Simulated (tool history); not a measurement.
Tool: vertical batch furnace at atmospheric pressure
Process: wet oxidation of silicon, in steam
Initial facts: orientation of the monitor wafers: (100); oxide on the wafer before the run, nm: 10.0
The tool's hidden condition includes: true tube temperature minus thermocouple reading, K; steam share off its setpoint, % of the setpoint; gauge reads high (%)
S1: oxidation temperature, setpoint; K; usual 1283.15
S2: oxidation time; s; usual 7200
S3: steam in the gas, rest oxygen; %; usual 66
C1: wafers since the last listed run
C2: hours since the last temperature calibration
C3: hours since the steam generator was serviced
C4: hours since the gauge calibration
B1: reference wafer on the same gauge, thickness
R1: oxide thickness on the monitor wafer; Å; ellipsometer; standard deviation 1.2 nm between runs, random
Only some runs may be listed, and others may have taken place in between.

run    hour       S1    S2  S3   C1      C2      C3      C4      B1      R1
  1       0  1294.15  7200  66    0  1154.2  2686.4   476.8   639.2  5709.1
  2    28.9  1294.15  7200  66  307  1183.1  2715.3   505.7  639.47    5714
  3    62.8  1270.15  7200  66  360    1217  2749.2   539.6  638.78  4905.9
  4   123.8  1270.15  7200  66  648    1278  2810.2   600.6  638.97  4904.2
  5   195.1  1270.15  7200  66  758  1349.3  2881.5   671.9  638.82  4879.2
  6   260.9  1265.15  7200  66  699  1415.1  2947.3   737.7  639.36  4706.5
  7     321  1283.15  7200  75  639  1475.2  3007.4   797.8  639.05    5738
  8   348.2  1283.15  7200  75  289  1502.4  3034.6     825  639.31  5731.2
  9   390.5  1283.15  8130  76  449  1544.7  3076.9   867.3  638.84  6262.4
 10   423.2  1283.15  8130  76  347  1577.4  3109.6     900  638.96  6244.8
      501.5  -- steam generator serviced
 11     502  1283.15  8130  76  582  1656.2     0.5   978.8  639.15  6559.5
 12   507.6  1283.15  7200  74   59  1661.8     6.1   984.4  638.55  5970.5
 13   540.6  1283.15  7200  66  350  1694.8    39.1  1017.4  638.81  5549.9
 14   575.5  1283.15  7200  66  371  1729.7      74  1052.3  638.66  5558.3
      605.6  -- thermocouples replaced and temperature profile calibrated
 15   632.2  1283.15  7200  66  347    26.6   130.7    1109  638.87  5569.2
 16   671.5  1283.15  7200  66  417    65.9     170  1148.3  638.91  5542.7
 17   728.9  1299.15  9870  69  610   123.3   227.4  1205.7  638.91  7564.9
 18   798.8  1283.15  7200  66  743   193.2   297.3  1275.6  638.94  5574.8
 19   823.5  1283.15  7200  66  262   217.9     322  1300.3  639.14  5540.3
 20   872.9  1283.15  7200  66  525   267.3   371.4  1349.7  638.93  5539.5
      884.4  -- gauge calibrated
 21   918.2  1283.15  7200  66  481   312.6   416.7    33.8  639.35  5581.6
 22   978.6  1283.15  8880  66  642     373   477.1    94.2  639.45  6325.6
 23  1011.1  1271.15  3960  76  345   405.5   509.6   126.7  638.89  3777.1
 24  1049.5  1271.15  9660  66  408   443.9     548   165.1  639.06  6222.8
 25  1082.8  1301.15  7200  69  354   477.2   581.3   198.4  638.61  6310.4
 26  1142.2  1290.15  7200  76  631   536.6   640.7   257.8  639.34  6309.9
 27  1211.8  1276.15  7200  66  740   606.2   710.3   327.4  639.29  5300.5
 28  1263.7  1283.15  7200  66  551   658.1   762.2   379.3  638.88  5531.6
 29  1327.9  1306.15  9090  62  682   722.3   826.4   443.5  639.18  6985.2
 30  1388.4  1270.15  7200  75  643   782.8   886.9     504  639.09  5530.1

Predict the results of run 31:
 31  1426.4  1261.15  7200  66  404  820.8  924.9  542   ?   ?

B1: 638.71
R1: 4781.4 Å
With no hidden state in the tool, this same run would have given R1 4808.5 Å.
